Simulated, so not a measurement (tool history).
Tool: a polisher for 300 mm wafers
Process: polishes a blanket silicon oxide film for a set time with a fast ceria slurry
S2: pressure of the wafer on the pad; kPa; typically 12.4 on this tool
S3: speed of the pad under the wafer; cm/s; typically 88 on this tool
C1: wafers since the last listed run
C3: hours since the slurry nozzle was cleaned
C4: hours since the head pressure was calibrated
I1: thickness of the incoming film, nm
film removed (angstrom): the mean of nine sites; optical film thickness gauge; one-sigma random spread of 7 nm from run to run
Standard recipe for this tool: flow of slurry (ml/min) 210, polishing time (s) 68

{"run": 1, "hour": 0.0, "flow of slurry (ml/min)": 210, "S2": 12.4, "S3": 88, "polishing time (s)": 77, "C1": 0, "wafers polished on this pad": 5766, "C3": 45.0, "C4": 68.0, "I1": 1803.5, "film removed (angstrom)": 6667}
{"run": 2, "hour": 51.0, "flow of slurry (ml/min)": 210, "S2": 12.4, "S3": 88, "polishing time (s)": 77, "C1": 638, "wafers polished on this pad": 6404, "C3": 96.0, "C4": 119.0, "I1": 1780.2, "film removed (angstrom)": 6590}
{"hour": 57.6, "done": "worn pad replaced by a new one"}
{"run": 3, "hour": 117.4, "flow of slurry (ml/min)": 210, "S2": 12.4, "S3": 88, "polishing time (s)": 77, "C1": 781, "wafers polished on this pad": 749, "C3": 162.4, "C4": 185.4, "I1": 1778.9, "film removed (angstrom)": 6672}
{"run": 4, "hour": 218.9, "flow of slurry (ml/min)": 210, "S2": 12.4, "S3": 88, "polishing time (s)": 86, "C1": 1271, "wafers polished on this pad": 2020, "C3": 263.9, "C4": 286.9, "I1": 1767.4, "film removed (angstrom)": 7424}
{"run": 5, "hour": 268.3, "flow of slurry (ml/min)": 210, "S2": 12.4, "S3": 88, "polishing time (s)": 86, "C1": 618, "wafers polished on this pad": 2639, "C3": 313.3, "C4": 336.3, "I1": 1735.3, "film removed (angstrom)": 7497}
{"run": 6, "hour": 320.2, "flow of slurry (ml/min)": 210, "S2": 12.4, "S3": 88, "polishing time (s)": 86, "C1": 649, "wafers polished on this pad": 3289, "C3": 365.2, "C4": 388.2, "I1": 1744.4, "film removed (angstrom)": 7301}
{"hour": 349.8, "done": "head pressure recalibrated"}
{"run": 7, "hour": 402.4, "flow of slurry (ml/min)": 230, "S2": 12.4, "S3": 88, "polishing time (s)": 68, "C1": 1004, "wafers polished on this pad": 4293, "C3": 447.4, "C4": 52.6, "I1": 1735.6, "film removed (angstrom)": 5898}
{"run": 8, "hour": 483.6, "flow of slurry (ml/min)": 230, "S2": 12.4, "S3": 88, "polishing time (s)": 68, "C1": 1016, "wafers polished on this pad": 5310, "C3": 528.6, "C4": 133.8, "I1": 1785.9, "film removed (angstrom)": 5878}
{"hour": 502.5, "done": "slurry nozzle cleaned"}
{"run": 9, "hour": 543.5, "flow of slurry (ml/min)": 210, "S2": 12.4, "S3": 76, "polishing time (s)": 68, "C1": 737, "wafers polished on this pad": 6048, "C3": 41.0, "C4": 193.7, "I1": 1808.0, "film removed (angstrom)": 5153}
{"hour": 609.1, "done": "worn pad replaced by a new one"}
{"run": 10, "hour": 613.1, "flow of slurry (ml/min)": 210, "S2": 12.4, "S3": 76, "polishing time (s)": 68, "C1": 821, "wafers polished on this pad": 49, "C3": 110.6, "C4": 263.3, "I1": 1790.5, "film removed (angstrom)": 5080}
{"run": 11, "hour": 718.4, "flow of slurry (ml/min)": 210, "S2": 12.4, "S3": 88, "polishing time (s)": 68, "C1": 1318, "wafers polished on this pad": 1368, "C3": 215.9, "C4": 368.6, "I1": 1755.0, "film removed (angstrom)": 5830}
{"hour": 794.6, "done": "head pressure recalibrated"}
{"run": 12, "hour": 803.0, "flow of slurry (ml/min)": 210, "S2": 12.4, "S3": 72, "polishing time (s)": 68, "C1": 1034, "wafers polished on this pad": 2402, "C3": 300.5, "C4": 8.4, "I1": 1748.2, "film removed (angstrom)": 4809}
{"run": 13, "hour": 853.0, "flow of slurry (ml/min)": 210, "S2": 12.4, "S3": 88, "polishing time (s)": 68, "C1": 626, "wafers polished on this pad": 3028, "C3": 350.5, "C4": 58.4, "I1": 1754.0, "film removed (angstrom)": 5800}
{"run": 14, "hour": 922.9, "flow of slurry (ml/min)": 210, "S2": 12.4, "S3": 88, "polishing time (s)": 68, "C1": 875, "wafers polished on this pad": 3904, "C3": 420.4, "C4": 128.3, "I1": 1753.2, "film removed (angstrom)": 5812}
{"hour": 1071.9, "done": "slurry nozzle cleaned"}
{"run": 15, "hour": 1111.4, "flow of slurry (ml/min)": 210, "S2": 12.4, "S3": 88, "polishing time (s)": 68, "C1": 2348, "wafers polished on this pad": 6252, "C3": 39.5, "C4": 316.8, "I1": 1803.2, "film removed (angstrom)": 5730}
{"hour": 1151.9, "done": "worn pad replaced by a new one"}
{"run": 16, "hour": 1203.6, "flow of slurry (ml/min)": 275, "S2": 12.4, "S3": 88, "polishing time (s)": 53, "C1": 1104, "wafers polished on this pad": 647, "C3": 131.7, "C4": 409.0, "I1": 1756.1, "film removed (angstrom)": 4583}
{"hour": 1266.2, "done": "head pressure recalibrated"}
{"run": 17, "hour": 1275.4, "flow of slurry (ml/min)": 210, "S2": 8.3, "S3": 88, "polishing time (s)": 68, "C1": 874, "wafers polished on this pad": 1521, "C3": 203.5, "C4": 9.2, "I1": 1753.2, "film removed (angstrom)": 3876}
{"run": 18, "hour": 1337.0, "flow of slurry (ml/min)": 210, "S2": 12.4, "S3": 88, "polishing time (s)": 68, "C1": 771, "wafers polished on this pad": 2293, "C3": 265.1, "C4": 70.8, "I1": 1785.5, "film removed (angstrom)": 5895}
{"run": 19, "hour": 1424.0, "flow of slurry (ml/min)": 210, "S2": 12.4, "S3": 88, "polishing time (s)": 68, "C1": 1089, "wafers polished on this pad": 3382, "C3": 352.1, "C4": 157.8, "I1": 1768.2, "film removed (angstrom)": 5976}
{"run": 20, "hour": 1502.9, "flow of slurry (ml/min)": 210, "S2": 12.4, "S3": 88, "polishing time (s)": 68, "C1": 988, "wafers polished on this pad": 4370, "C3": 431.0, "C4": 236.7, "I1": 1767.4, "film removed (angstrom)": 5898}
{"run": 21, "hour": 1626.5, "flow of slurry (ml/min)": 210, "S2": 13.8, "S3": 88, "polishing time (s)": 68, "C1": 1547, "wafers polished on this pad": 5918, "C3": 554.6, "C4": 360.3, "I1": 1741.0, "film removed (angstrom)": 6453}
{"hour": 1669.0, "done": "worn pad replaced by a new one"}
{"hour": 1669.0, "done": "slurry nozzle cleaned"}
{"run": 22, "hour": 1671.2, "flow of slurry (ml/min)": 210, "S2": 12.4, "S3": 80, "polishing time (s)": 68, "C1": 509, "wafers polished on this pad": 27, "C3": 2.2, "C4": 405.0, "I1": 1784.2, "film removed (angstrom)": 5396}
{"run": 23, "hour": 1725.7, "flow of slurry (ml/min)": 190, "S2": 15.2, "S3": 66, "polishing time (s)": 68, "C1": 682, "wafers polished on this pad": 710, "C3": 56.7, "C4": 459.5, "I1": 1765.8, "film removed (angstrom)": 5265}
{"hour": 1799.1, "done": "head pressure recalibrated"}
{"run": 24, "hour": 1826.4, "flow of slurry (ml/min)": 210, "S2": 14.5, "S3": 88, "polishing time (s)": 68, "C1": 1236, "wafers polished on this pad": 1946, "C3": 157.4, "C4": 27.3, "I1": 1803.1, "film removed (angstrom)": 6731}
{"run": 25, "hour": 1873.2, "flow of slurry (ml/min)": 170, "S2": 14.5, "S3": 114, "polishing time (s)": 45, "C1": 586, "wafers polished on this pad": 2532, "C3": 204.2, "C4": 74.1, "I1": 1774.1, "film removed (angstrom)": 5715}
{"run": 26, "hour": 1954.0, "flow of slurry (ml/min)": 210, "S2": 13.8, "S3": 74, "polishing time (s)": 87, "C1": 1011, "wafers polished on this pad": 3544, "C3": 285.0, "C4": 154.9, "I1": 1771.0, "film removed (angstrom)": 6946}
{"run": 27, "hour": 2014.8, "flow of slurry (ml/min)": 210, "S2": 16.5, "S3": 102, "polishing time (s)": 57, "C1": 761, "wafers polished on this pad": 4305, "C3": 345.8, "C4": 215.7, "I1": 1782.2, "film removed (angstrom)": 7527}
{"run": 28, "hour": 2101.1, "flow of slurry (ml/min)": 210, "S2": 12.4, "S3": 114, "polishing time (s)": 82, "C1": 1080, "wafers polished on this pad": 5386, "C3": 432.1, "C4": 302.0, "I1": 1733.2, "film removed (angstrom)": 9134}
{"hour": 2152.7, "done": "worn pad replaced by a new one"}
{"run": 29, "hour": 2203.1, "flow of slurry (ml/min)": 210, "S2": 12.4, "S3": 88, "polishing time (s)": 68, "C1": 1227, "wafers polished on this pad": 630, "C3": 534.1, "C4": 404.0, "I1": 1787.2, "film removed (angstrom)": 5839}
{"hour": 2281.6, "done": "slurry nozzle cleaned"}
{"run": 30, "hour": 2286.3, "flow of slurry (ml/min)": 185, "S2": 12.4, "S3": 88, "polishing time (s)": 68, "C1": 1029, "wafers polished on this pad": 1660, "C3": 4.7, "C4": 487.2, "I1": 1762.8, "film removed (angstrom)": 5664}
{"hour": 2301.0, "done": "head pressure recalibrated"}
{"run": 31, "hour": 2430.9, "flow of slurry (ml/min)": 245, "S2": 12.4, "S3": 88, "polishing time (s)": 68, "C1": 1785, "wafers polished on this pad": 3445, "C3": 149.3, "C4": 129.9, "I1": 1749.8, "film removed (angstrom)": 5883}

3 ways to go on from here, each from the tool as it stands after run 31. What would each give?
{"run": "A", "hour": 2431.3, "flow of slurry (ml/min)": 210, "S2": 12.4, "S3": 88, "polishing time (s)": 83, "C1": 5, "wafers polished on this pad": 3450, "C3": 149.7, "C4": 130.3, "I1": 1752.8, "film removed (angstrom)": "?"}
{"run": "B", "hour": 2431.3, "flow of slurry (ml/min)": 135, "S2": 13.8, "S3": 106, "polishing time (s)": 76, "C1": 5, "wafers polished on this pad": 3450, "C3": 149.7, "C4": 130.3, "I1": 1752.8, "film removed (angstrom)": "?"}
{"run": "C", "hour": 2431.3, "flow of slurry (ml/min)": 240, "S2": 9.7, "S3": 118, "polishing time (s)": 77, "C1": 5, "wafers polished on this pad": 3450, "C3": 149.7, "C4": 130.3, "I1": 1752.8, "film removed (angstrom)": "?"}

run=A film_removed_(angstrom)=7115
run=B film_removed_(angstrom)=8042
run=C film_removed_(angstrom)=7004
Without the tool's hidden state the same runs would have given:
run=A film_removed_(angstrom)=7115
run=B film_removed_(angstrom)=8042
run=C film_removed_(angstrom)=7004
